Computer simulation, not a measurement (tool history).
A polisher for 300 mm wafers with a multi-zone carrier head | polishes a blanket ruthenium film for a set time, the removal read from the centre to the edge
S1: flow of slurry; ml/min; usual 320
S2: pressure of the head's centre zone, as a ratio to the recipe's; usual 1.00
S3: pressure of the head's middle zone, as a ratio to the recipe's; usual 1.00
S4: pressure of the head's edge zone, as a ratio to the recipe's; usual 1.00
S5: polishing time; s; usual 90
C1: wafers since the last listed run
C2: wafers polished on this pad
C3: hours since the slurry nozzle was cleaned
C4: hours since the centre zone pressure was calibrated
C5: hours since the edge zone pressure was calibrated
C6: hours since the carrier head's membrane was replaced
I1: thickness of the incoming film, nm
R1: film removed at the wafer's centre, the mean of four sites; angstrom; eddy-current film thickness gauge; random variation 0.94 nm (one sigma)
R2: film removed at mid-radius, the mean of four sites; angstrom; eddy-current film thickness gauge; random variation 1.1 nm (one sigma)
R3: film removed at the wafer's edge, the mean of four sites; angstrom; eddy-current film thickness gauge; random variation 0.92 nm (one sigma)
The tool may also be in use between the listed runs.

| run | hour | S1 | S2 | S3 | S4 | S5 | C1 | C2 | C3 | C4 | C5 | C6 | I1 | R1 | R2 | R3 |
|---|---|---|---|---|---|---|---|---|---|---|---|---|---|---|---|---|
| 1 | 0.0 | 320 | 1.00 | 1.06 | 1.00 | 90 | 0 | 485 | 18.1 | 16.3 | 715.5 | 1296.0 | 628.3 | 815 | 851 | 813 |
| 2 | 12.6 | 320 | 0.92 | 1.07 | 1.05 | 90 | 74 | 559 | 30.7 | 28.9 | 728.1 | 1308.6 | 632.8 | 739 | 842 | 837 |
| 3 | 25.9 | 320 | 1.00 | 1.06 | 1.00 | 90 | 78 | 638 | 44.0 | 42.2 | 741.4 | 1321.9 | 628.9 | 790 | 804 | 793 |
|  | 37.3 | worn pad replaced by a new one, repeated, since the last time left the tool worse |
|  | 41.8 | carrier head's membrane replaced by a new one |
| 4 | 42.3 | 320 | 1.00 | 1.00 | 1.00 | 61 | 46 | 2 | 60.4 | 58.6 | 757.8 | 0.5 | 630.4 | 629 | 627 | 636 |
| 5 | 52.3 | 320 | 1.00 | 1.00 | 1.00 | 90 | 58 | 61 | 70.4 | 68.6 | 767.8 | 10.5 | 625.2 | 944 | 925 | 935 |
| 6 | 61.0 | 255 | 0.92 | 1.10 | 0.90 | 90 | 51 | 112 | 79.1 | 77.3 | 776.5 | 19.2 | 628.6 | 838 | 982 | 856 |
| 7 | 69.4 | 320 | 1.00 | 1.00 | 1.06 | 118 | 49 | 162 | 87.5 | 85.7 | 784.9 | 27.6 | 625.4 | 1202 | 1205 | 1242 |
| 8 | 81.9 | 320 | 1.08 | 1.00 | 1.07 | 74 | 73 | 235 | 100.0 | 98.2 | 797.4 | 40.1 | 640.8 | 832 | 760 | 792 |
|  | 90.2 | edge zone pressure recalibrated |
| 9 | 91.2 | 320 | 1.00 | 1.00 | 1.00 | 90 | 42 | 278 | 109.3 | 107.5 | 1.0 | 49.4 | 637.4 | 922 | 907 | 920 |
| 10 | 105.4 | 320 | 0.92 | 1.00 | 1.09 | 90 | 83 | 362 | 123.5 | 121.7 | 15.2 | 63.6 | 622.2 | 849 | 917 | 943 |
| 11 | 112.8 | 320 | 1.00 | 1.00 | 1.00 | 90 | 43 | 405 | 130.9 | 129.1 | 22.6 | 71.0 | 629.7 | 937 | 902 | 923 |
| 12 | 149.5 | 320 | 0.92 | 1.10 | 1.00 | 90 | 215 | 621 | 167.6 | 165.8 | 59.3 | 107.7 | 619.7 | 838 | 959 | 910 |
| 13 | 161.5 | 220 | 0.92 | 1.00 | 1.00 | 73 | 70 | 692 | 179.6 | 177.8 | 71.3 | 119.7 | 632.3 | 634 | 687 | 724 |
| 14 | 176.5 | 320 | 1.00 | 1.00 | 1.00 | 90 | 88 | 780 | 194.6 | 192.8 | 86.3 | 134.7 | 624.7 | 878 | 872 | 894 |
|  | 196.4 | worn pad replaced by a new one |
| 15 | 196.9 | 320 | 1.00 | 1.00 | 0.95 | 90 | 96 | 2 | 215.0 | 213.2 | 106.7 | 155.1 | 628.1 | 934 | 911 | 909 |
| 16 | 201.7 | 320 | 0.91 | 1.00 | 1.11 | 90 | 28 | 31 | 219.8 | 218.0 | 111.5 | 159.9 | 633.0 | 834 | 920 | 983 |
| 17 | 214.7 | 320 | 1.00 | 1.00 | 1.08 | 60 | 76 | 107 | 232.8 | 231.0 | 124.5 | 172.9 | 621.2 | 627 | 607 | 640 |
| 18 | 226.8 | 320 | 1.00 | 1.00 | 1.00 | 90 | 71 | 178 | 244.9 | 243.1 | 136.6 | 185.0 | 630.5 | 938 | 915 | 948 |
| 19 | 240.4 | 265 | 1.00 | 1.03 | 1.07 | 70 | 80 | 258 | 258.5 | 256.7 | 150.2 | 198.6 | 632.8 | 709 | 736 | 745 |
| 20 | 253.7 | 260 | 1.00 | 0.97 | 1.10 | 101 | 78 | 337 | 271.8 | 270.0 | 163.5 | 211.9 | 619.4 | 1016 | 988 | 1079 |
| 21 | 278.9 | 320 | 1.00 | 1.00 | 1.00 | 90 | 148 | 485 | 297.0 | 295.2 | 188.7 | 237.1 | 625.1 | 914 | 906 | 919 |
| 22 | 294.5 | 405 | 1.07 | 0.95 | 1.00 | 90 | 91 | 577 | 312.6 | 310.8 | 204.3 | 252.7 | 639.2 | 984 | 901 | 924 |
| 23 | 303.2 | 360 | 1.00 | 0.88 | 1.00 | 119 | 51 | 628 | 321.3 | 319.5 | 213.0 | 261.4 | 623.7 | 1227 | 1098 | 1213 |

3 ways to go on from here, each from the tool as it stands after run 23. What would each give?
| A | 303.7 | 320 | 1.00 | 1.00 | 1.00 | 90 | 2 | 631 | 321.8 | 320.0 | 213.5 | 261.9 | 629.1 | ? | ? | ? |
| B | 303.7 | 320 | 1.05 | 1.00 | 1.00 | 90 | 2 | 631 | 321.8 | 320.0 | 213.5 | 261.9 | 629.1 | ? | ? | ? |
| C | 303.7 | 320 | 1.00 | 1.08 | 1.00 | 90 | 2 | 631 | 321.8 | 320.0 | 213.5 | 261.9 | 629.1 | ? | ? | ? |

| run | R1 | R2 | R3 |
|---|---|---|---|
| A | 904 | 892 | 911 |
| B | 950 | 892 | 911 |
| C | 905 | 947 | 910 |
Without the tool's hidden state the same runs would have given:
| run | R1 | R2 | R3 |
|---|---|---|---|
| A | 936 | 923 | 943 |
| B | 983 | 923 | 943 |
| C | 936 | 980 | 942 |

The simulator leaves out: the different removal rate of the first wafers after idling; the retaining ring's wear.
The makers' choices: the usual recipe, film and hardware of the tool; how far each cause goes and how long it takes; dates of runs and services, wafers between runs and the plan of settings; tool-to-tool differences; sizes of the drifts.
